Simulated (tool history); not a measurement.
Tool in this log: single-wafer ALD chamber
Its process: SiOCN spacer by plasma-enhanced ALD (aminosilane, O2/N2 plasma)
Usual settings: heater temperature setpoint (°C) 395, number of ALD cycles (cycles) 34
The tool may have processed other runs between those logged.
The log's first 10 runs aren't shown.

run     day  heater temperature setpoint (°C)  number of ALD cycles (cycles)  read-back reference wafer on the same gauge, thickness_nm  mean film thickness on the monitor wafer (angstrom)
 11  34.408                               386                             34                                                      1.751                                                19.61
 12  36.346                               386                             34                                                      1.752                                                19.51
 13  41.071                               386                             34                                                      1.749                                                19.57
 14  43.596                               389                             38                                                      1.752                                                21.88
     44.704  -- thermocouple changed; heater temperature recalibrated
 15  47.071                               395                             30                                                      1.749                                                17.29
 16  50.292                               409                             27                                                      1.748                                                15.01
 17  52.142                               387                             37                                                      1.752                                                21.25
 18  54.433                               380                             39                                                       1.75                                                22.38
 19  57.758                               389                             30                                                      1.748                                                17.21
     57.854  -- gauge calibrated
 20  60.483                               395                             39                                                      1.749                                                22.41
 21    64.6                               408                             27                                                       1.75                                                15.17
 22  66.633                               381                             34                                                      1.749                                                19.54
 23  70.942                               406                             36                                                      1.751                                                20.37
 24  73.429                               395                             34                                                      1.752                                                19.51
 25  75.788                               406                             32                                                      1.752                                                18.05
 26  79.946                               404                             39                                                      1.749                                                 22.2
 27  82.517                               401                             31                                                      1.752                                                17.76
 28  93.917                               395                             34                                                       1.75                                                19.48
 29  96.217                               382                             31                                                       1.75                                                17.82
 30  99.167                               383                             28                                                       1.75                                                16.01

Forecast each of these 3 alternatives for the next run:
  A  99.188                               395                             37                                                          ?                                                    ?
  B  99.188                               388                             41                                                          ?                                                    ?
  C  99.188                               384                             34                                                          ?                                                    ?

run  read-back reference wafer on the same gauge, thickness_nm  mean film thickness on the monitor wafer (angstrom)
  A                                                       1.75                                                21.21
  B                                                       1.75                                                23.51
  C                                                       1.75                                                19.49
Take away the tool's hidden state, keep each run's random variation, and the runs would have read:
run  mean film thickness on the monitor wafer (angstrom)
  A                                                21.21
  B                                                23.51
  C                                                19.49

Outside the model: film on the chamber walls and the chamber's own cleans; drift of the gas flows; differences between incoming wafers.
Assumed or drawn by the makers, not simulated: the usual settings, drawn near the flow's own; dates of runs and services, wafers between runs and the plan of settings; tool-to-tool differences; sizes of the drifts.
